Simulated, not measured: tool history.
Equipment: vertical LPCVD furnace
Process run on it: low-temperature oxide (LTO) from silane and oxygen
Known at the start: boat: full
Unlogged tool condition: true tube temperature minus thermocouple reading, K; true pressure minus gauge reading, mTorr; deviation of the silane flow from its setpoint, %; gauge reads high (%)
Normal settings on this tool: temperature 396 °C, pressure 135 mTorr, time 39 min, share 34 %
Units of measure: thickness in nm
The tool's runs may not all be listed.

run     day  temperature  pressure  time  share  wafers since the last listed run  hours since the last temperature calibration  hours since the pressure gauge was zeroed  hours since the silane flow controller was replaced  hours since the gauge calibration  read-back reference wafer on the same gauge, thickness  thickness
  1       0          396       135    39     34                                 0                                        1332.6                                     1631.2                                               2175.9                              331.6                                                  156.94     193.44
  2    1.05          396       135    39     34                               289                                        1357.8                                     1656.4                                               2201.1                              356.8                                                  157.08     193.95
  3   2.133          396       135  45.5     34                               298                                        1383.8                                     1682.4                                               2227.1                              382.8                                                     157     225.92
  4   2.771          396       135    39     34                               175                                        1399.1                                     1697.7                                               2242.4                              398.1                                                   156.9     193.71
  5     3.4          396       135    39     34                               173                                        1414.2                                     1712.8                                               2257.5                              413.2                                                     157     193.45
  6   6.521          396       135    39     34                               859                                        1489.1                                     1787.7                                               2332.4                              488.1                                                  156.99     194.58
  7   7.621          396       135    39     34                               302                                        1515.5                                     1814.1                                               2358.8                              514.5                                                  157.07     194.63
  8   8.646          396       135    39     34                               282                                        1540.1                                     1838.7                                               2383.4                              539.1                                                  157.07     194.58
  9   11.05          396       135    39     34                               661                                        1597.8                                     1896.4                                               2441.1                              596.8                                                  157.01     195.38
     12.688  -- pressure gauge zeroed
 10  12.708          396       135    39     34                               181                                        1637.6                                        0.5                                               2480.9                              636.6                                                  157.01     188.96
 11  13.425          396       135    39     34                               197                                        1654.8                                       17.7                                               2498.1                              653.8                                                  156.95     188.75
 12  15.883          396       135    39     34                               676                                        1713.8                                       76.7                                               2557.1                              712.8                                                  157.09     189.17
 13  16.621          396       135    39     34                               203                                        1731.5                                       94.4                                               2574.8                              730.5                                                  156.98     188.56
 14   17.55          396       135    39     34                               255                                        1753.8                                      116.7                                               2597.1                              752.8                                                  157.01     188.24
 15  18.625          396       135    39     34                               295                                        1779.6                                      142.5                                               2622.9                              778.6                                                  156.99        189
 16  19.296          396       150  33.5     40                               184                                        1795.7                                      158.6                                                 2639                              794.7                                                  157.03     222.55
 17  20.533          396       135    39     34                               340                                        1825.4                                      188.3                                               2668.7                              824.4                                                  156.88      188.1
     22.608  -- silane flow controller replaced
 18  22.629          396       150  54.5     34                               301                                        1875.7                                      238.6                                                  0.5                              874.7                                                  157.06     293.87
 19  22.888          387       135    39     29                                71                                        1881.9                                      244.8                                                  6.7                              880.9                                                  157.08     133.86
     24.767  -- thermocouples replaced and temperature profile calibrated
 20  24.788          396       135    39     34                               247                                           0.5                                      290.4                                                 52.3                              926.5                                                  156.99      189.5
 21      25          386       155    48     32                                58                                           5.6                                      295.5                                                 57.4                              931.6                                                  157.07     216.24
 22  25.779          396       115    39     30                               214                                          24.3                                      314.2                                                 76.1                              950.3                                                  156.94     134.55
 23  26.479          396       135    34     27                               192                                          41.1                                        331                                                 92.9                              967.1                                                     157     117.48
 24  27.362          396       135    39     34                               243                                          62.3                                      352.2                                                114.1                              988.3                                                  156.94     188.96
 25  28.762          396       135    39     29                               385                                          95.9                                      385.8                                                147.7                             1021.9                                                  156.96      150.2
 26  29.883          387       145    39     34                               308                                         122.8                                      412.7                                                174.6                             1048.8                                                  156.98     181.87
     30.167  -- gauge calibrated
 27  31.375          396       110    52     27                               410                                         158.6                                      448.5                                                210.4                                 29                                                     157     146.94
 28  32.796          396       135    39     34                               391                                         192.7                                      482.6                                                244.5                               63.1                                                  156.94     189.26
 29  33.662          396       120    39     34                               238                                         213.5                                      503.4                                                265.3                               83.9                                                  157.02     167.69
 30  34.667          396       135    39     31                               276                                         237.6                                      527.5                                                289.4                                108                                                  157.09      166.1
 31  38.275          400       125    26     40                               993                                         324.2                                      614.1                                                  376                              194.6                                                  156.92     151.16

Hidden state or all else? Some run-to-run changes of thickness, split into what the settings, what came in and random variation would give without the hidden state, and what is left for the hidden state (with any gauge scatter that isn't in both results):
Run 2 -> 3: time 39 -> 45.5. thickness +31.97 nm: hidden state +1.15, all else +30.82.
Run 3 -> 4: time 45.5 -> 39. thickness -32.21 nm: hidden state -0.87, all else -31.34.
Run 9 -> 10: pressure gauge zeroed. thickness -6.42 nm: hidden state -6.5, all else +0.08.
Run 17 -> 18: pressure 135 -> 150, time 39 -> 54.5, silane flow controller replaced. thickness +105.77 nm: hidden state +0.52, all else +105.25.
Run 18 -> 19: temperature 396 -> 387, pressure 150 -> 135, time 54.5 -> 39, share 34 -> 29. thickness -160.01 nm: hidden state -0.8, all else -159.21.
Run 21 -> 22: temperature 386 -> 396, pressure 155 -> 115, time 48 -> 39, share 32 -> 30. thickness -81.69 nm: hidden state -0.19, all else -81.5.

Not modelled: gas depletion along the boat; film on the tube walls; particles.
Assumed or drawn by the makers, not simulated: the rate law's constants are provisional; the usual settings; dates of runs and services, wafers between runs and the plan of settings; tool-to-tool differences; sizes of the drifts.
